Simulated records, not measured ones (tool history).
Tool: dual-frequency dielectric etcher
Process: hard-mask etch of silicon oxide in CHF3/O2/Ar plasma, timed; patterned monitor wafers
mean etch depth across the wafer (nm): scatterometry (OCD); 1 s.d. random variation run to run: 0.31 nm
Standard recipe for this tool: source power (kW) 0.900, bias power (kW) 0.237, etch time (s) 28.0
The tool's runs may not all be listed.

run     day  source power (kW)  bias power (kW)  etch time (s)  wafers since the last listed run  hours since the last wet clean  hours since the last source power generator calibration  hours since the last bias power generator calibration  hours since the last upper electrode change  hours since the gauge calibration  read-back reference wafer on the same gauge, depth_nm  mean etch depth across the wafer (nm)
  1   0.000              0.900            0.237           28.0                                 0                            82.1                                                   1827.3                                                 2337.0                                       1685.8                              875.5                                                   59.5                                   69.2
  2   1.658              0.900            0.237           28.0                               401                           121.9                                                   1867.1                                                 2376.8                                       1725.6                              915.3                                                   59.8                                   68.4
  3   3.742              0.900            0.237           28.0                               504                           171.9                                                   1917.1                                                 2426.8                                       1775.6                              965.3                                                   59.6                                   68.8
  4   4.762              0.900            0.237           28.0                               247                           196.4                                                   1941.6                                                 2451.3                                       1800.1                              989.8                                                   59.5                                   68.3
  5   5.875              0.900            0.237           28.0                               269                           223.1                                                   1968.3                                                 2478.0                                       1826.8                             1016.5                                                   59.6                                   68.8
  6   8.692              0.750            0.237           24.0                               682                           290.7                                                   2035.9                                                 2545.6                                       1894.4                             1084.1                                                   59.5                                   53.3
  7  10.946              0.750            0.237           24.0                               546                           344.8                                                   2090.0                                                 2599.7                                       1948.5                             1138.2                                                   59.4                                   52.8
  8  12.954              0.750            0.237           24.0                               486                           393.0                                                   2138.2                                                 2647.9                                       1996.7                             1186.4                                                   59.6                                   53.2
  9  15.088              0.900            0.237           28.0                               516                           444.2                                                   2189.4                                                 2699.1                                       2047.9                             1237.6                                                   59.6                                   67.8
     16.438  -- wet clean of the chamber
 10  16.483              0.900            0.237           28.0                                95                             1.1                                                   2222.9                                                 2732.6                                       2081.4                             1271.1                                                   59.5                                   69.6
 11  19.400              0.900            0.237           28.0                               706                            71.1                                                   2292.9                                                 2802.6                                       2151.4                             1341.1                                                   59.5                                   69.2
 12  21.033              0.900            0.237           28.0                               395                           110.3                                                   2332.1                                                 2841.8                                       2190.6                             1380.3                                                   59.6                                   68.6
 13  23.271              0.900            0.237           28.0                               542                           164.0                                                   2385.8                                                 2895.5                                       2244.3                             1434.0                                                   59.6                                   68.6
 14  24.650              0.820            0.237           28.0                               334                           197.1                                                   2418.9                                                 2928.6                                       2277.4                             1467.1                                                   59.6                                   65.5
     25.542  -- gauge calibrated
 15  26.179              0.900            0.237           28.0                               370                           233.8                                                   2455.6                                                 2965.3                                       2314.1                               15.3                                                   59.5                                   68.3
 16  27.317              1.090            0.272           31.0                               275                           261.1                                                   2482.9                                                 2992.6                                       2341.4                               42.6                                                   59.6                                   90.5
     29.121  -- bias power generator calibrated
 17  29.508              0.900            0.274           25.5                               490                           313.7                                                   2535.5                                                    9.3                                       2394.0                               95.2                                                   59.5                                   67.5
     29.875  -- source power generator calibrated
 18  32.483              0.810            0.237           20.0                               680                           385.1                                                     62.6                                                   80.7                                       2465.4                              166.6                                                   59.6                                   46.1
     34.288  -- wet clean of the chamber
 19  34.308              0.900            0.237           28.0                               199                             0.5                                                    106.4                                                  124.5                                       2509.2                              210.4                                                   59.6                                   68.8

What does the tool deliver on the next run?
     38.088  -- upper electrode replaced
 20  38.108              0.900            0.203           34.0                               678                            91.7                                                    197.6                                                  215.7                                          0.5                              301.6                                                      ?                                      ?

read-back reference wafer on the same gauge, depth_nm: 59.5
mean etch depth across the wafer (nm): 76.5
The same run, on a tool lacking any hidden state, would have yielded mean etch depth across the wafer (nm) 76.8.
